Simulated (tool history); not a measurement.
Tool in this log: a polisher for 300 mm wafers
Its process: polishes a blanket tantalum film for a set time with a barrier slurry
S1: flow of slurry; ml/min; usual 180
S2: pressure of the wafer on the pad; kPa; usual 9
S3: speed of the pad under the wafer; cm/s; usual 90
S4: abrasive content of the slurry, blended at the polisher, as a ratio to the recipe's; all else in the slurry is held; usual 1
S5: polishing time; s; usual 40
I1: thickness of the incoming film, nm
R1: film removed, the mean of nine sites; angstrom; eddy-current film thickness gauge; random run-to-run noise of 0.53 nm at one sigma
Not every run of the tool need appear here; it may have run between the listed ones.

run 1 day=0 | S1=180 S2=9 S3=90 S4=1 S5=40 | I1=239.6 | R1=345
run 2 day=0.783 | S1=180 S2=9 S3=90 S4=1 S5=40 | I1=237.3 | R1=342
run 3 day=1.988 | S1=180 S2=9 S3=90 S4=1 S5=40 | I1=240.7 | R1=330
-- day=2.454 slurry blender recalibrated
run 4 day=2.55 | S1=180 S2=9 S3=90 S4=1 S5=40 | I1=243.4 | R1=359
run 5 day=3.808 | S1=180 S2=9 S3=90 S4=1 S5=40 | I1=237.5 | R1=352
run 6 day=4.921 | S1=180 S2=11 S3=90 S4=1 S5=40 | I1=238.9 | R1=441
run 7 day=5.879 | S1=180 S2=9 S3=90 S4=1 S5=40 | I1=242.2 | R1=351
run 8 day=6.671 | S1=180 S2=9 S3=90 S4=1 S5=40 | I1=240.2 | R1=356
run 9 day=7.179 | S1=180 S2=11 S3=102 S4=1 S5=40 | I1=244.4 | R1=498
-- day=7.858 worn pad replaced by a new one
run 10 day=8.454 | S1=180 S2=9 S3=90 S4=0.9 S5=40 | I1=238.9 | R1=344
-- day=9.271 head pressure recalibrated
run 11 day=9.938 | S1=180 S2=9 S3=90 S4=1 S5=40 | I1=239.5 | R1=338
run 12 day=10.912 | S1=180 S2=9 S3=90 S4=1 S5=40 | I1=242 | R1=330
run 13 day=11.529 | S1=180 S2=9 S3=78 S4=1.25 S5=40 | I1=240.1 | R1=310
run 14 day=12.362 | S1=135 S2=11.7 S3=90 S4=0.7 S5=28 | I1=237.4 | R1=267
run 15 day=13.692 | S1=140 S2=9 S3=90 S4=0.9 S5=40 | I1=238 | R1=299
run 16 day=14.388 | S1=180 S2=9 S3=90 S4=1 S5=40 | I1=238.4 | R1=324
-- day=14.638 slurry nozzle cleaned
run 17 day=14.962 | S1=115 S2=9 S3=90 S4=1 S5=40 | I1=234.8 | R1=323
-- day=15.962 slurry blender recalibrated
run 18 day=16.458 | S1=150 S2=9 S3=66 S4=1 S5=40 | I1=239.5 | R1=262
run 19 day=17.204 | S1=125 S2=9 S3=110 S4=0.9 S5=40 | I1=239.4 | R1=418
-- day=18.267 worn pad replaced by a new one
run 20 day=18.588 | S1=180 S2=9 S3=90 S4=1 S5=31 | I1=243.5 | R1=276
run 21 day=20.067 | S1=145 S2=9 S3=80 S4=0.7 S5=40 | I1=241.6 | R1=294
run 22 day=21.467 | S1=180 S2=6.9 S3=90 S4=1.15 S5=35 | I1=237.8 | R1=248
run 23 day=22.646 | S1=180 S2=9 S3=90 S4=1 S5=40 | I1=238.5 | R1=355
run 24 day=23.5 | S1=155 S2=6.2 S3=108 S4=1 S5=53 | I1=239.8 | R1=392
run 25 day=24.129 | S1=155 S2=9 S3=90 S4=1.15 S5=40 | I1=237 | R1=363
run 26 day=24.771 | S1=180 S2=6.9 S3=118 S4=0.9 S5=49 | I1=239.3 | R1=434
run 27 day=25.804 | S1=180 S2=9 S3=90 S4=1 S5=40 | I1=242.7 | R1=364
-- day=26.679 head pressure recalibrated
run 28 day=26.7 | S1=235 S2=5.5 S3=104 S4=1 S5=48 | I1=241.2 | R1=311
run 29 day=27.275 | S1=180 S2=9 S3=90 S4=1 S5=40 | I1=243.6 | R1=351
-- day=30.012 worn pad replaced by a new one
-- day=30.796 slurry blender recalibrated
run 30 day=31.521 | S1=180 S2=9 S3=90 S4=1 S5=40 | I1=238.1 | R1=361
run 31 day=35.971 | S1=125 S2=9 S3=90 S4=1.1 S5=32 | I1=237.5 | R1=262

Results for each run, recomputed without the tool's hidden state and with each run's random variation untouched:
Unlogged tool condition in this case: removal rate lost through wear of the pad, %; slurry flow missing at the pad, %; deviation of the head's pressure from its setpoint, %; abrasive missing from the slurry, %.
run=1 R1=369
run=2 R1=369
run=3 R1=362
run=4 R1=372
run=5 R1=367
run=6 R1=463
run=7 R1=370
run=8 R1=377
run=9 R1=530
run=10 R1=371
run=11 R1=369
run=12 R1=364
run=13 R1=345
run=14 R1=309
run=15 R1=353
run=16 R1=377
run=17 R1=341
run=18 R1=264
run=19 R1=421
run=20 R1=278
run=21 R1=298
run=22 R1=252
run=23 R1=363
run=24 R1=402
run=25 R1=373
run=26 R1=448
run=27 R1=378
run=28 R1=324
run=29 R1=369
run=30 R1=372
run=31 R1=281
